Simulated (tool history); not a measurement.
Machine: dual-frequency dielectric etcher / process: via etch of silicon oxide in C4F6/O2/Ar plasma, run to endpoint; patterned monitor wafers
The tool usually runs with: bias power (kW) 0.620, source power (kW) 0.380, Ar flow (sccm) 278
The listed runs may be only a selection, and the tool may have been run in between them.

run,hour,bias power (kW),source power (kW),Ar flow (sccm),wafers since the last listed run,hours since the last wet clean,hours since the last bias power generator calibration,hours since the last source power generator calibration,hours since the last Ar flow controller change,hours since the last upper electrode change,"incoming incoming film thickness, nm",endpoint time (s)
1,0.0,0.620,0.380,278,0,118.7,1714.9,3039.9,1488.7,3654.7,95.6,18.9
2,8.7,0.620,0.380,278,121,127.4,1723.6,3048.6,1497.4,3663.4,96.3,19.3
3,18.1,0.723,0.420,278,131,136.8,1733.0,3058.0,1506.8,3672.8,97.0,17.4
4,32.8,0.723,0.420,278,205,151.5,1747.7,3072.7,1521.5,3687.5,95.9,16.9
5,46.3,0.723,0.420,278,188,165.0,1761.2,3086.2,1535.0,3701.0,95.5,16.7
6,54.8,0.620,0.380,278,118,173.5,1769.7,3094.7,1543.5,3709.5,96.4,19.3
7,61.1,0.620,0.380,278,88,179.8,1776.0,3101.0,1549.8,3715.8,96.2,19.1
8,73.4,0.620,0.380,278,172,192.1,1788.3,3113.3,1562.1,3728.1,96.2,19.3
9,90.8,0.620,0.380,278,243,209.5,1805.7,3130.7,1579.5,3745.5,95.9,19.2
10,97.9,0.620,0.380,278,99,216.6,1812.8,3137.8,1586.6,3752.6,96.1,19.1
11,110.6,0.620,0.380,278,177,229.3,1825.5,3150.5,1599.3,3765.3,95.7,19.0
12,124.5,0.620,0.380,278,194,243.2,1839.4,3164.4,1613.2,3779.2,94.9,18.7
# hour 140.6: Ar flow controller replaced
13,141.1,0.620,0.380,278,148,259.8,1856.0,3181.0,0.5,3795.8,94.9,18.6
# hour 171.6: upper electrode replaced
14,172.1,0.620,0.380,278,97,290.8,1887.0,3212.0,31.5,0.5,95.6,18.8
15,172.4,0.620,0.380,278,4,291.1,1887.3,3212.3,31.8,0.8,95.3,18.7
16,184.6,0.748,0.380,218,170,303.3,1899.5,3224.5,44.0,13.0,95.2,17.0
17,201.1,0.697,0.480,341,230,319.8,1916.0,3241.0,60.5,29.5,96.4,16.6
18,211.9,0.728,0.330,346,151,330.6,1926.8,3251.8,71.3,40.3,96.0,19.3
19,227.0,0.527,0.430,278,211,345.7,1941.9,3266.9,86.4,55.4,95.5,19.2
# hour 236.2: bias power generator calibrated
# hour 264.7: wet clean of the chamber
20,265.2,0.672,0.470,247,142,0.5,29.0,3305.1,124.6,93.6,95.3,16.3
21,265.5,0.719,0.410,314,4,0.8,29.3,3305.4,124.9,93.9,95.6,17.4
22,265.8,0.620,0.420,278,4,1.1,29.6,3305.7,125.2,94.2,95.9,18.1
# hour 272.6: source power generator calibrated
23,277.2,0.620,0.380,278,103,12.5,41.0,4.6,136.6,105.6,96.1,19.0
24,289.9,0.527,0.430,278,177,25.2,53.7,17.3,149.3,118.3,95.6,19.3
25,296.4,0.748,0.380,278,90,31.7,60.2,23.8,155.8,124.8,96.3,17.6
26,343.9,0.620,0.380,278,664,79.2,107.7,71.3,203.3,172.3,96.2,18.9
27,357.7,0.620,0.380,278,193,93.0,121.5,85.1,217.1,186.1,94.2,18.5
28,389.2,0.550,0.460,242,440,124.5,153.0,116.6,248.6,217.6,95.4,18.0
29,401.7,0.620,0.380,256,174,137.0,165.5,129.1,261.1,230.1,94.9,18.6
30,415.4,0.556,0.460,278,191,150.7,179.2,142.8,274.8,243.8,96.3,18.2

List, for all runs, the conditions of the tool that the log does not record:
etch rate over this chamber's usual, %: 0, the same for each run
bias power that arrives over what is set, %: 0, the same for each run
source power that arrives over what is set, %: 0, the same for each run
Ar flow that arrives over what is set, %: 0, the same for each run
